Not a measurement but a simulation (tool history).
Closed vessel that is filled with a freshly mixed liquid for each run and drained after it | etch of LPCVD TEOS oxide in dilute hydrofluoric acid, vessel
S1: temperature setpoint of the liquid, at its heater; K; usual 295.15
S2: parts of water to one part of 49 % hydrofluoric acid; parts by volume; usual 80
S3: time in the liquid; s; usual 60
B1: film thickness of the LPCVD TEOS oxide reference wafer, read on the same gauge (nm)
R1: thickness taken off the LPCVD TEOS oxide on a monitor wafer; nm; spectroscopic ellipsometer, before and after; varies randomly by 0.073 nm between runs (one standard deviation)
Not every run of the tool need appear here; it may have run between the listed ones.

run    hour      S1   S2  S3      B1     R1
  1     0.0  295.15   80  60  100.04  16.24
  2    27.9  292.65   80  60   99.95  14.68
  3    68.2  292.65   80  60  100.03  14.50
  4    98.5  292.65   80  60   99.98  14.71
  5   130.4  295.15   80  60  100.03  16.20
  6   156.0  295.15   80  60  100.00  16.15
  7   218.2  295.15   80  60  100.03  16.14
  8   424.8  295.15   80  60  100.01  16.20
  9   466.9  295.15   80  60  100.04  16.15
 10   498.8  299.15   80  40  100.05  12.69
 11   553.8  299.15   80  40   99.98  12.58
 12   584.8  299.15   80  40  100.01  12.55
 13   614.1  295.15   80  45  100.02  12.12
 14   646.8  295.15   80  45  100.03  12.02
      666.3  -- gauge calibrated
 15   673.3  295.15   80  60   99.98  16.03
 16   714.2  295.15   80  60   99.97  15.93
      754.0  -- hydrofluoric acid flow meter replaced
 17   783.2  295.15   70  85  100.03  26.25
 18   809.9  299.65   80  60  100.02  19.26
      853.8  -- thermometer replaced
 19   858.2  292.65   80  60  100.07  14.28
 20   909.2  292.65  100  90  100.02  16.62
 21   962.2  296.65   80  35   99.99   9.79
 22  1028.2  295.15   80  60   99.99  15.69
 23  1093.4  290.65  105  90  100.00  14.53
 24  1155.3  299.65  110  75  100.01  16.60
 25  1217.0  293.15  110  35  100.02   5.94
 26  1247.9  299.15   90  30  100.05   8.17
     1269.1  -- thermometer replaced, repeated, since the last time left the tool worse
 27  1298.6  291.65   80  60   99.96  14.27
 28  1357.1  295.15   80  60  100.05  16.45
 29  1406.0  291.65   60  50  100.01  16.21
 30  1454.1  295.15   80  60  100.00  16.61
 31  1512.4  297.15   70  45  100.01  15.45
 32  1549.4  295.15   80  75  100.00  20.36
     1577.6  -- hydrofluoric acid flow meter replaced
 33  1609.2  295.15  110  80  100.01  15.28
 34  1658.4  299.65   80  40   99.97  13.10

Branching from run 34: 3 alternative next runs. What would each branch give?
  A  1659.1  295.15  45  60   ?   ?
  B  1659.1  295.15  80  30   ?   ?
  C  1659.1  295.15  90  45   ?   ?

run      B1     R1
  A  100.02  30.43
  B  100.02   8.20
  C  100.02  10.80
What these runs would have given with no unlogged condition in the tool:
run     R1
  A  30.69
  B   8.26
  C  10.89
